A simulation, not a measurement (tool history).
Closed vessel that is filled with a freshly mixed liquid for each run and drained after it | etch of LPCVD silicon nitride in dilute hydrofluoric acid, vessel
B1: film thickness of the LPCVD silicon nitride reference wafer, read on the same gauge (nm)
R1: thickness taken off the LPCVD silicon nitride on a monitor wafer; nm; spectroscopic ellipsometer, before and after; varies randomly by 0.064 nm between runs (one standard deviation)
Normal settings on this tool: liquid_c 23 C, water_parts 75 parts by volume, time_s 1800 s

Run 1, hour 0: usual settings but liquid_c 19.5 C, water_parts 65 parts by volume; B1 130. Result: R1 9.46 nm.
Run 2, hour 107.8: usual settings but liquid_c 19.5 C, water_parts 65 parts by volume; B1 129.97. Result: R1 9.47 nm.
Run 3, hour 197.9: usual settings; B1 130. Result: R1 10.45 nm.
Run 4, hour 260.9: usual settings; B1 130.02. Result: R1 10.52 nm.
At hour 524.8: hydrofluoric acid flow meter replaced.
Run 5, hour 539.1: usual settings; B1 130. Result: R1 10.55 nm.
At hour 567.8: thermometer replaced.
Run 6, hour 638.9: usual settings; B1 129.97. Result: R1 10.53 nm.
At hour 650.5: gauge calibrated.
Run 7, hour 731: usual settings; B1 129.99. Result: R1 10.55 nm.
Run 8, hour 812.2: usual settings; B1 129.98. Result: R1 10.53 nm.
Run 9, hour 902.6: usual settings but time_s 2120 s; B1 130.02. Result: R1 12.45 nm.
Run 10, hour 953.1: usual settings but liquid_c 24.5 C, water_parts 45 parts by volume; B1 130. Result: R1 19.24 nm.
Run 11, hour 1026.5: usual settings but water_parts 100 parts by volume, time_s 2830 s; B1 129.99. Result: R1 12.46 nm.
Run 12, hour 1095.2: usual settings but water_parts 115 parts by volume, time_s 2345 s; B1 130.05. Result: R1 9.04 nm.
Run 13, hour 1136.9: usual settings but liquid_c 20 C, water_parts 105 parts by volume, time_s 2330 s; B1 129.98. Result: R1 8.03 nm.
Run 14, hour 1187.3: usual settings but time_s 2565 s; B1 130. Result: R1 14.98 nm.
Run 15, hour 1278.6: usual settings but water_parts 100 parts by volume, time_s 1215 s; B1 129.95. Result: R1 5.35 nm.
Run 16, hour 1328: usual settings but liquid_c 27 C, water_parts 110 parts by volume, time_s 2450 s; B1 130. Result: R1 12.68 nm.
Run 17, hour 1417.9: usual settings; B1 130. Result: R1 10.46 nm.
Run 18, hour 1487.6: usual settings but liquid_c 20.5 C; B1 129.98. Result: R1 8.86 nm.

Branching from run 18: 5 alternative next runs. What would each branch give?
Run A, hour 1488.8: usual settings; B1 ?. Result: R1 ?.
Run B, hour 1488.8: usual settings but liquid_c 24.5 C, water_parts 60 parts by volume, time_s 1095 s; B1 ?. Result: R1 ?.
Run C, hour 1488.8: usual settings but liquid_c 19.5 C, water_parts 50 parts by volume, time_s 1160 s; B1 ?. Result: R1 ?.
Run D, hour 1488.8: usual settings but liquid_c 21 C, water_parts 90 parts by volume; B1 ?. Result: R1 ?.
Run E, hour 1488.8: usual settings but liquid_c 28 C, water_parts 55 parts by volume, time_s 1230 s; B1 ?. Result: R1 ?.

run   B1     R1
  A  130  10.48
  B  130   8.77
  C  130   7.89
  D  130   7.65
  E  130  13.53
Had the tool no hidden state, the same runs would have come out as:
run     R1
  A  10.48
  B   8.77
  C   7.89
  D   7.65
  E  13.53
